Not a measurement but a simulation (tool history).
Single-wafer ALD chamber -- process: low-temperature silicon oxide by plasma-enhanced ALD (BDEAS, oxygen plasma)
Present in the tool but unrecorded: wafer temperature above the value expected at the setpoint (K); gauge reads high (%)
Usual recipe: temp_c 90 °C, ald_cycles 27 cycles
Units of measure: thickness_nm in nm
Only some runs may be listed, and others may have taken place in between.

| run | hour | temp_c | ald_cycles | wafers since the last listed run | hours since the last thermocouple change | hours since the gauge calibration | read-back reference wafer on the same gauge, thickness_nm | thickness_nm |
|---|---|---|---|---|---|---|---|---|
| 1 | 0.0 | 90 | 27 | 0 | 1472.5 | 40.0 | 3.800 | 3.564 |
| 2 | 17.3 | 90 | 27 | 114 | 1489.8 | 57.3 | 3.800 | 3.606 |
| 3 | 32.0 | 90 | 27 | 97 | 1504.5 | 72.0 | 3.795 | 3.604 |
| 4 | 45.0 | 90 | 30 | 85 | 1517.5 | 85.0 | 3.800 | 4.033 |
|  | 59.0 | thermocouple changed; heater temperature recalibrated |
| 5 | 61.1 | 90 | 27 | 53 | 2.1 | 101.1 | 3.802 | 3.590 |
| 6 | 78.4 | 90 | 27 | 114 | 19.4 | 118.4 | 3.795 | 3.557 |
| 7 | 85.6 | 90 | 27 | 47 | 26.6 | 125.6 | 3.802 | 3.616 |
| 8 | 92.1 | 100 | 29 | 42 | 33.1 | 132.1 | 3.798 | 3.753 |
|  | 93.9 | gauge calibrated |
| 9 | 98.4 | 90 | 27 | 41 | 39.4 | 4.5 | 3.802 | 3.609 |
| 10 | 104.4 | 79 | 31 | 39 | 45.4 | 10.5 | 3.802 | 4.268 |
| 11 | 111.5 | 90 | 27 | 46 | 52.5 | 17.6 | 3.800 | 3.562 |
| 12 | 126.6 | 105 | 25 | 99 | 67.6 | 32.7 | 3.802 | 3.176 |
| 13 | 167.6 | 100 | 29 | 270 | 108.6 | 73.7 | 3.797 | 3.729 |
| 14 | 176.7 | 101 | 31 | 60 | 117.7 | 82.8 | 3.801 | 3.967 |
| 15 | 193.8 | 90 | 24 | 112 | 134.8 | 99.9 | 3.803 | 3.197 |

Each row is a separate what-if for the run after 15, all from the same tool condition, not one after another. Results?
| A | 194.2 | 90 | 31 | 2 | 135.2 | 100.3 | ? | ? |
| B | 194.2 | 85 | 29 | 2 | 135.2 | 100.3 | ? | ? |
| C | 194.2 | 77 | 32 | 2 | 135.2 | 100.3 | ? | ? |
| D | 194.2 | 100 | 25 | 2 | 135.2 | 100.3 | ? | ? |
| E | 194.2 | 80 | 32 | 2 | 135.2 | 100.3 | ? | ? |

| run | read-back reference wafer on the same gauge, thickness_nm | thickness_nm |
|---|---|---|
| A | 3.802 | 4.104 |
| B | 3.802 | 3.898 |
| C | 3.802 | 4.405 |
| D | 3.802 | 3.208 |
| E | 3.802 | 4.366 |
What these runs would have given with no unlogged condition in the tool:
| run | thickness_nm |
|---|---|
| A | 4.104 |
| B | 3.898 |
| C | 4.405 |
| D | 3.208 |
| E | 4.366 |
